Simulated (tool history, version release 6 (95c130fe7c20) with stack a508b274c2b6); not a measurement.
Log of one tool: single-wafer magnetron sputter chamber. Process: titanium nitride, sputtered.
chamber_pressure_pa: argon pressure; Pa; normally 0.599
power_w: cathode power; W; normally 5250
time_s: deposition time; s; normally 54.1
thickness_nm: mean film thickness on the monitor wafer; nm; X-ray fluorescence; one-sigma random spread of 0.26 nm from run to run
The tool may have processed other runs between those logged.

run,day,chamber_pressure_pa,power_w,time_s,wafers since the last listed run,wafers on the sputter target,hours since the last manometer calibration,hours since the magnet pack was replaced,hours since the gauge calibration,"read-back reference wafer on the same gauge, thickness_nm",thickness_nm
1,0,0.734,5250,54.1,0,7857,196,9038.9,931.1,56.225,43.924
2,2.467,0.599,5250,57.7,1123,8980,255.2,9098.1,990.3,56.213,50.246
# day 4.696: sputter target and shields replaced
3,5.438,0.599,5250,57.7,1201,336,326.5,9169.4,1061.6,56.218,49.776
4,7.829,0.599,5250,61.7,1089,1426,383.9,9226.8,1119,56.179,53.625
# day 9.392: magnet pack replaced
5,12.721,0.599,5250,61.7,2075,3501,501.3,79.9,1236.4,56.141,53.945
6,14.142,0.599,5250,61.7,647,4149,535.4,114,1270.5,56.179,53.564
7,16.246,0.599,5250,54.1,958,5107,585.9,164.5,1321,56.158,47.397
8,18.504,0.599,5250,54.1,1028,6135,640.1,218.7,1375.2,56.211,46.565
9,21.383,0.599,6150,54.1,1311,7446,709.2,287.8,1444.3,56.223,51.898
# day 23.358: sputter target and shields replaced
10,23.379,0.653,5250,54.1,757,9,757.1,335.7,1492.2,56.237,45.739
# day 25.038: gauge calibrated
11,26.325,0.459,5250,54.1,1341,1350,827.8,406.4,30.9,56.188,50.084
12,28.538,0.599,5250,54.1,1007,2358,880.9,459.5,84,56.214,46.837
13,29.575,0.599,5250,54.1,472,2830,905.8,484.4,108.9,56.203,46.59
14,31.7,0.363,4750,44.2,967,3798,956.8,535.4,159.9,56.247,39.943
15,33.954,0.478,4300,45.2,1026,4824,1010.9,589.5,214,56.242,36.414
16,35.533,0.599,5250,61.7,719,5544,1048.8,627.4,251.9,56.162,53.523
17,37.517,0.599,5250,54.1,903,6447,1096.4,675,299.5,56.199,46.744
18,38.742,0.599,5250,54.1,557,7005,1125.8,704.4,328.9,56.176,46.798
# day 41.492: sputter target and shields replaced
19,41.738,0.599,5250,54.1,1212,112,1197.7,776.3,400.8,56.291,47.193
20,43.458,0.385,5250,44.8,783,896,1239,817.6,442.1,56.128,43.539
21,45.717,0.374,6250,58.5,1028,1924,1293.2,871.8,496.3,56.252,62.812
# day 48.329: capacitance manometer re-zeroed and calibrated
22,51.229,0.599,5250,54.1,2358,4283,69.6,1004.1,628.6,56.221,46.583
23,53.058,0.4,5250,63.9,832,5116,113.5,1048,672.5,56.276,60.351
24,55.45,0.825,4450,49,1089,6205,170.9,1105.4,729.9,56.193,34.618
25,56.979,0.599,4700,54.1,696,6901,207.6,1142.1,766.6,56.198,43.706
26,58.192,0.802,5250,54.1,552,7454,236.7,1171.2,795.7,56.249,42.334
27,60.817,0.599,5250,54.1,1195,8649,299.7,1234.2,858.7,56.256,46.863
28,62.4,0.599,5250,54.1,721,9370,337.7,1272.2,896.7,56.128,46.65
# day 63.271: sputter target and shields replaced
29,63.833,0.777,6300,50.7,500,256,372.1,1306.6,931.1,56.307,45.883
30,65.308,0.599,5250,54.1,671,927,407.5,1342,966.5,56.173,47.091
31,68.154,0.433,4250,59.9,1295,2223,475.8,1410.3,1034.8,56.172,49.366
32,69.821,0.693,4900,58.1,758,2982,515.8,1450.3,1074.8,56.198,46.303
33,71.038,0.365,4850,54.1,554,3537,545,1479.5,1104,56.138,50.062
34,72.433,0.599,5750,60.8,635,4172,578.5,1513,1137.5,56.204,55.365

For each run, what was the tool's unlogged condition?
deposition rate above that of a new target (%): 0 on each run
true argon pressure above the setpoint (%): 0 on each run
gauge reads high (%): 0 on each run
